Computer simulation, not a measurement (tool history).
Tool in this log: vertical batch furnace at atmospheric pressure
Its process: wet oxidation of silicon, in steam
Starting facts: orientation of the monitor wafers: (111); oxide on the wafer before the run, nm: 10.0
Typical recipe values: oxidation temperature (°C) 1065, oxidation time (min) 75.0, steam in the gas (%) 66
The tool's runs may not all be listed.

run   hour  oxidation temperature (°C)  oxidation time (min)  steam in the gas (%)  wafers since the last listed run  hours since the last temperature calibration  hours since the steam generator was serviced  hours since the gauge calibration  read-back reference wafer on the same gauge, thickness  oxide thickness on the monitor wafer (Å)
  1    0.0                        1065                  75.0                    66                                 0                                        4801.8                                        1038.8                               22.4                                                  632.83                                    6678.0
  2   22.0                        1058                  75.0                    66                               350                                        4823.8                                        1060.8                               44.4                                                  633.65                                    6495.6
  3   35.1                        1058                  75.0                    66                               208                                        4836.9                                        1073.9                               57.5                                                  633.47                                    6506.5
  4   52.0                        1065                  75.0                    63                               269                                        4853.8                                        1090.8                               74.4                                                  633.14                                    6501.1
  5   74.5                        1065                  75.0                    63                               358                                        4876.3                                        1113.3                               96.9                                                  633.42                                    6515.1
  6   92.4                        1065                  75.0                    63                               285                                        4894.2                                        1131.2                              114.8                                                  633.23                                    6519.1
  7  107.0                        1065                  45.0                    66                               232                                        4908.8                                        1145.8                              129.4                                                  633.37                                    5023.7
  8  137.6                        1065                  45.0                    66                               487                                        4939.4                                        1176.4                              160.0                                                  632.98                                    5016.9
  9  196.6                        1065                  45.0                    66                               940                                        4998.4                                        1235.4                              219.0                                                  632.00                                    5019.6
 10  228.2                        1065                  75.0                    66                               503                                        5030.0                                        1267.0                              250.6                                                  632.94                                    6671.7
     262.0  -- thermocouples replaced and temperature profile calibrated
 11  262.5                        1065                  75.0                    66                               164                                           0.5                                        1301.3                              284.9                                                  633.85                                    6665.2
 12  272.4                        1065                  75.0                    66                               157                                          10.4                                        1311.2                              294.8                                                  633.00                                    6698.9
 13  299.1                        1065                  75.0                    66                               425                                          37.1                                        1337.9                              321.5                                                  633.38                                    6661.3
     329.6  -- steam generator serviced
 14  330.1                        1065                  75.0                    66                               111                                          68.1                                           0.5                              352.5                                                  633.03                                    6668.8
 15  338.0                        1065                  75.0                    66                               125                                          76.0                                           8.4                              360.4                                                  633.40                                    6704.2
 16  369.2                        1045                  54.0                    62                               497                                         107.2                                          39.6                              391.6                                                  632.63                                    4884.1
 17  393.9                        1065                  75.0                    63                               393                                         131.9                                          64.3                              416.3                                                  632.39                                    6510.3
 18  407.6                        1053                  75.0                    62                               218                                         145.6                                          78.0                              430.0                                                  632.90                                    6179.9
 19  429.1                        1051                  75.0                    66                               342                                         167.1                                          99.5                              451.5                                                  633.23                                    6323.3
 20  442.5                        1045                  54.0                    62                               213                                         180.5                                         112.9                              464.9                                                  633.10                                    4922.0
 21  470.6                        1049                  93.0                    75                               448                                         208.6                                         141.0                              493.0                                                  633.83                                    7581.9
 22  491.3                        1058                  75.0                    66                               330                                         229.3                                         161.7                              513.7                                                  632.95                                    6487.2
 23  523.4                        1051                  75.0                    70                               511                                         261.4                                         193.8                              545.8                                                  633.29                                    6519.9
 24  546.0                        1065                  75.0                    77                               360                                         284.0                                         216.4                              568.4                                                  632.96                                    7333.3
     549.1  -- gauge calibrated
 25  561.3                        1077                  59.5                    56                               243                                         299.3                                         231.7                               12.2                                                  633.51                                    5624.4
 26  578.2                        1047                  97.5                    78                               269                                         316.2                                         248.6                               29.1                                                  632.61                                    7920.8
 27  607.8                        1073                  44.5                    61                               472                                         345.8                                         278.2                               58.7                                                  632.47                                    4934.3
 28  632.7                        1088                  53.0                    66                               397                                         370.7                                         303.1                               83.6                                                  633.12                                    6016.3
 29  660.5                        1065                  75.0                    66                               443                                         398.5                                         330.9                              111.4                                                  632.37                                    6663.0

Run 30 has not been measured yet. What should we expect?
 30  689.5                        1080                  91.0                    56                               462                                         427.5                                         359.9                              140.4                                                       ?                                         ?

{"run 30": {"read-back reference wafer on the same gauge, thickness": 633.03, "oxide thickness on the monitor wafer (Å)": 7171.6}}
The same run, on a tool lacking any hidden state, would have yielded oxide thickness on the monitor wafer (Å) 7171.6.

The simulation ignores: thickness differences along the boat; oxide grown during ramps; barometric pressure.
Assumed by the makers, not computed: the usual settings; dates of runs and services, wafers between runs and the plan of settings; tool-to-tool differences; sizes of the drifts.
